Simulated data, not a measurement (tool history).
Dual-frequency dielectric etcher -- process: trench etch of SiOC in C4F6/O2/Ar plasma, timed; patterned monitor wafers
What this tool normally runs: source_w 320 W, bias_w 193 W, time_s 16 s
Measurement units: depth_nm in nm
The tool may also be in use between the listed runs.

run     day  source_w  bias_w  time_s  read-back reference wafer on the same gauge, depth_nm  depth_nm
  1       0       320     193      16                                                  27.56     33.97
  2   1.983       320     193      16                                                  27.57     34.11
  3   3.117       320     193      16                                                   27.5     34.43
      4.704  -- bias power generator calibrated
  4   5.267       320     193      16                                                  27.48     34.61
  5   7.188       320     193      16                                                  27.49     34.57
  6    9.35       320     193    18.5                                                  27.49        40
  7  12.112       320     172      18                                                  27.48     37.68
  8  13.221       320     172      18                                                  27.51     37.69
  9  14.567       320     193      16                                                  27.46      35.1
     15.696  -- source power generator calibrated
 10  15.738       320     193      16                                                   27.5     34.83
     16.817  -- wet clean of the chamber
 11  17.771       320     229      12                                                  27.49     26.89
     19.425  -- upper electrode replaced
       19.8  -- gauge calibrated
 12      20       320     193      16                                                  27.52     33.93
 13  22.021       390     193      16                                                  27.55     36.37
 14  23.838       380     147    14.5                                                  27.49     30.25
 15  26.312       320     193      16                                                  27.53     34.71
 16  29.067       390     193      13                                                  27.47     29.89
 17  32.017       320     193    11.5                                                  27.51      24.9
 18  33.546       320     168      16                                                  27.55     33.12
 19  35.392       300     176      16                                                  27.53     33.32
 20  36.471       270     237      16                                                   27.5     35.68
     38.454  -- wet clean of the chamber
 21  38.779       320     229      12                                                  27.53     26.93
 22  40.688       320     193      16                                                  27.48     33.85
 23  43.021       320     158    13.5                                                  27.45     26.58
 24  44.988       320     193      16                                                  27.51     34.03
 25  46.442       320     193      16                                                   27.5      34.5
 26  47.575       320     217      19                                                  27.53     42.44
 27  49.721       350     147    20.5                                                  27.45     41.46
 28  51.133       400     193      16                                                   27.5     37.07
 29  53.133       320     163      13                                                   27.5     26.48
 30  55.596       320     193      16                                                  27.51      34.7
 31  56.975       320     193      16                                                   27.5     34.68

Run-by-run hidden state of the tool:
source power that arrives over what is set, %: 0 across all the runs
bias power that arrives over what is set, %: 0 across all the runs
gauge reads high (%): 0 across all the runs
H1: etch rate over this chamber's usual, %
run     H1
  1   1.84
  2    2.2
  3   2.41
  4    2.8
  5   3.15
  6   3.54
  7   4.04
  8   4.24
  9   4.48
 10    4.7
 11  0.881
 12   1.28
 13   1.65
 14   1.98
 15   2.43
 16   2.93
 17   3.46
 18   3.74
 19   4.08
 20   4.27
 21  0.684
 22   1.03
 23   1.45
 24   1.81
 25   2.07
 26   2.28
 27   2.67
 28   2.93
 29   3.29
 30   3.73
 31   3.99
